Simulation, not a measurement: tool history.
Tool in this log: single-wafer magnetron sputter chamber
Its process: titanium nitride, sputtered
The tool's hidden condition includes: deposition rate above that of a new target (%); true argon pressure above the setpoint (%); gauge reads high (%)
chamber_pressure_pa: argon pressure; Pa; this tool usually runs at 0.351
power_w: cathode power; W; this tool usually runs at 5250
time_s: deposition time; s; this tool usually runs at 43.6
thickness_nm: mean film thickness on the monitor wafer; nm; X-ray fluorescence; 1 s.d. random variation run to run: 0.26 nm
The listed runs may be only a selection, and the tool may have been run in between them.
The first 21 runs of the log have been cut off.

run	hour	chamber_pressure_pa	power_w	time_s	wafers since the last listed run	wafers on the sputter target	hours since the last manometer calibration	hours since the magnet pack was replaced	hours since the gauge calibration	read-back reference wafer on the same gauge, thickness_nm	thickness_nm
22	557.8	0.236	5750	37.7	771	3006	319.0	138.9	752.9	43.755	46.374
23	580.2	0.351	5250	43.6	612	3618	341.4	161.3	775.3	43.763	45.353
24	604.4	0.223	6050	43.6	661	4280	365.6	185.5	799.5	43.813	55.587
25	638.2	0.235	5250	43.6	924	5204	399.4	219.3	833.3	43.804	47.556
# hour 647.1: sputter target and shields replaced
26	656.5	0.458	5250	43.6	281	257	417.7	237.6	851.6	43.766	43.613
# hour 678.1: gauge calibrated
27	679.9	0.306	5250	45.7	639	897	441.1	261.0	1.8	43.743	50.573
28	715.4	0.273	4800	36.3	970	1867	476.6	296.5	37.3	43.838	36.830
29	741.5	0.411	6250	49.2	713	2581	502.7	322.6	63.4	43.878	58.888
30	760.6	0.234	5900	37.7	522	3103	521.8	341.7	82.5	43.782	47.912
31	788.2	0.351	4850	47.0	754	3858	549.4	369.3	110.1	43.862	44.569
32	813.1	0.351	5600	37.2	680	4538	574.3	394.2	135.0	43.817	40.490
33	826.0	0.351	6350	51.2	352	4891	587.2	407.1	147.9	43.822	63.011
34	844.0	0.481	5250	50.3	492	5383	605.2	425.1	165.9	43.731	46.401
# hour 865.4: sputter target and shields replaced
35	879.6	0.351	4900	43.6	754	387	640.8	460.7	201.5	43.811	43.600
36	913.0	0.351	5250	46.7	913	1300	674.2	494.1	234.9	43.779	49.856

Below are 3 alternative next runs, each starting from the tool's condition after run 36. Predict each:
A	913.4	0.278	5250	43.6	10	1311	674.6	494.5	235.3	?	?
B	913.4	0.351	5250	48.8	10	1311	674.6	494.5	235.3	?	?
C	913.4	0.351	3950	50.8	10	1311	674.6	494.5	235.3	?	?

run	read-back reference wafer on the same gauge, thickness_nm	thickness_nm
A	43.811	48.786
B	43.811	52.100
C	43.811	40.806
Without the tool's hidden state the same runs would have given:
run	thickness_nm
A	49.724
B	53.103
C	41.591
